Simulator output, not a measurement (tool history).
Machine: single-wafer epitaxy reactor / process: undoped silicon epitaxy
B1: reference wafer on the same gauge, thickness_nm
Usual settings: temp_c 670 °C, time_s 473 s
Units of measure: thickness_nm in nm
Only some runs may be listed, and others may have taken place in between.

run 1 hour=0 | temp_c=674 time_s=423 | B1=131.073 | thickness_nm=119.634
run 2 hour=32.9 | temp_c=670 time_s=473 | B1=130.95 | thickness_nm=122.56
run 3 hour=64.1 | temp_c=679 time_s=473 | B1=131.004 | thickness_nm=148.528
run 4 hour=88.4 | temp_c=679 time_s=473 | B1=131.061 | thickness_nm=148.816
run 5 hour=103.3 | temp_c=679 time_s=473 | B1=130.962 | thickness_nm=148.101
run 6 hour=136.5 | temp_c=670 time_s=473 | B1=131.067 | thickness_nm=121.962
run 7 hour=167.4 | temp_c=670 time_s=473 | B1=130.899 | thickness_nm=121.999
run 8 hour=189.2 | temp_c=670 time_s=473 | B1=130.987 | thickness_nm=121.72
run 9 hour=208.5 | temp_c=670 time_s=398 | B1=130.981 | thickness_nm=102.255
run 10 hour=239.7 | temp_c=670 time_s=398 | B1=130.902 | thickness_nm=102.005
run 11 hour=258.1 | temp_c=670 time_s=398 | B1=131.011 | thickness_nm=101.581
run 12 hour=285 | temp_c=670 time_s=473 | B1=131.02 | thickness_nm=120.752
run 13 hour=308.8 | temp_c=670 time_s=473 | B1=130.927 | thickness_nm=120.792
run 14 hour=335.6 | temp_c=666 time_s=473 | B1=130.93 | thickness_nm=110.572
run 15 hour=349.1 | temp_c=666 time_s=473 | B1=131.004 | thickness_nm=110.263
run 16 hour=366.7 | temp_c=670 time_s=473 | B1=131.001 | thickness_nm=120.758
run 17 hour=401 | temp_c=670 time_s=473 | B1=131.027 | thickness_nm=120.369
run 18 hour=434.4 | temp_c=670 time_s=473 | B1=131.016 | thickness_nm=119.918
run 19 hour=463.9 | temp_c=670 time_s=473 | B1=130.948 | thickness_nm=120.339
run 20 hour=482.7 | temp_c=659 time_s=473 | B1=130.964 | thickness_nm=93.188
run 21 hour=524.2 | temp_c=659 time_s=473 | B1=130.951 | thickness_nm=93.545
-- hour=587.9 gauge calibrated
run 22 hour=612.7 | temp_c=684 time_s=445 | B1=130.948 | thickness_nm=152.788
run 23 hour=638 | temp_c=666 time_s=511 | B1=131.04 | thickness_nm=117.667
run 24 hour=660 | temp_c=681 time_s=528 | B1=131.037 | thickness_nm=170.615
run 25 hour=681.5 | temp_c=655 time_s=473 | B1=131.053 | thickness_nm=84.976
run 26 hour=698.7 | temp_c=670 time_s=473 | B1=131.025 | thickness_nm=119.108
run 27 hour=728.7 | temp_c=670 time_s=473 | B1=130.981 | thickness_nm=119.321
run 28 hour=756.9 | temp_c=684 time_s=544 | B1=131.098 | thickness_nm=185.876
-- hour=788.9 pyrometer calibrated
run 29 hour=789.4 | temp_c=670 time_s=473 | B1=131.026 | thickness_nm=123.936
run 30 hour=802.3 | temp_c=664 time_s=417 | B1=130.973 | thickness_nm=95.922
run 31 hour=824.8 | temp_c=660 time_s=410 | B1=130.975 | thickness_nm=86.596
run 32 hour=855.5 | temp_c=659 time_s=502 | B1=131.003 | thickness_nm=102.828
run 33 hour=889.9 | temp_c=660 time_s=530 | B1=131.053 | thickness_nm=111.538
run 34 hour=917.9 | temp_c=670 time_s=387 | B1=130.997 | thickness_nm=101.721
run 35 hour=946.4 | temp_c=670 time_s=439 | B1=130.932 | thickness_nm=115.281
run 36 hour=969.9 | temp_c=663 time_s=565 | B1=130.942 | thickness_nm=126.785
run 37 hour=997.2 | temp_c=670 time_s=445 | B1=130.986 | thickness_nm=116.266
run 38 hour=1013 | temp_c=682 time_s=473 | B1=130.916 | thickness_nm=159.944
run 39 hour=1046.2 | temp_c=685 time_s=473 | B1=130.958 | thickness_nm=171.22
run 40 hour=1096.7 | temp_c=670 time_s=473 | B1=131.025 | thickness_nm=123.388
run 41 hour=1120.9 | temp_c=670 time_s=473 | B1=130.916 | thickness_nm=123.157
run 42 hour=1146.2 | temp_c=660 time_s=473 | B1=130.989 | thickness_nm=98.309
run 43 hour=1179.7 | temp_c=660 time_s=418 | B1=131.029 | thickness_nm=86.918
run 44 hour=1215.5 | temp_c=659 time_s=541 | B1=131.063 | thickness_nm=109.456
run 45 hour=1249.2 | temp_c=674 time_s=389 | B1=131.004 | thickness_nm=110.445
run 46 hour=1269.9 | temp_c=680 time_s=562 | B1=130.974 | thickness_nm=180.77

Per-run results on a tool with no hidden state, each run keeping its own random variation:
What the log doesn't record here: wafer temperature above the value expected at the setpoint (K); gauge reads high (%).
run=1 thickness_nm=121.575
run=2 thickness_nm=124.718
run=3 thickness_nm=151.264
run=4 thickness_nm=151.691
run=5 thickness_nm=151.045
run=6 thickness_nm=124.59
run=7 thickness_nm=124.772
run=8 thickness_nm=124.587
run=9 thickness_nm=104.739
run=10 thickness_nm=104.605
run=11 thickness_nm=104.241
run=12 thickness_nm=124.039
run=13 thickness_nm=124.19
run=14 thickness_nm=113.826
run=15 thickness_nm=113.566
run=16 thickness_nm=124.424
run=17 thickness_nm=124.182
run=18 thickness_nm=123.871
run=19 thickness_nm=124.443
run=20 thickness_nm=96.516
run=21 thickness_nm=97.04
run=22 thickness_nm=158.688
run=23 thickness_nm=122.517
run=24 thickness_nm=177.554
run=25 thickness_nm=88.718
run=26 thickness_nm=124.254
run=27 thickness_nm=124.616
run=28 thickness_nm=194.065
run=29 thickness_nm=123.714
run=30 thickness_nm=95.795
run=31 thickness_nm=86.555
run=32 thickness_nm=102.899
run=33 thickness_nm=111.761
run=34 thickness_nm=102.026
run=35 thickness_nm=115.749
run=36 thickness_nm=127.421
run=37 thickness_nm=116.959
run=38 thickness_nm=160.964
run=39 thickness_nm=172.512
run=40 thickness_nm=124.585
run=41 thickness_nm=124.464
run=42 thickness_nm=99.471
run=43 thickness_nm=88.058
run=44 thickness_nm=111.047
run=45 thickness_nm=112.136
run=46 thickness_nm=183.638
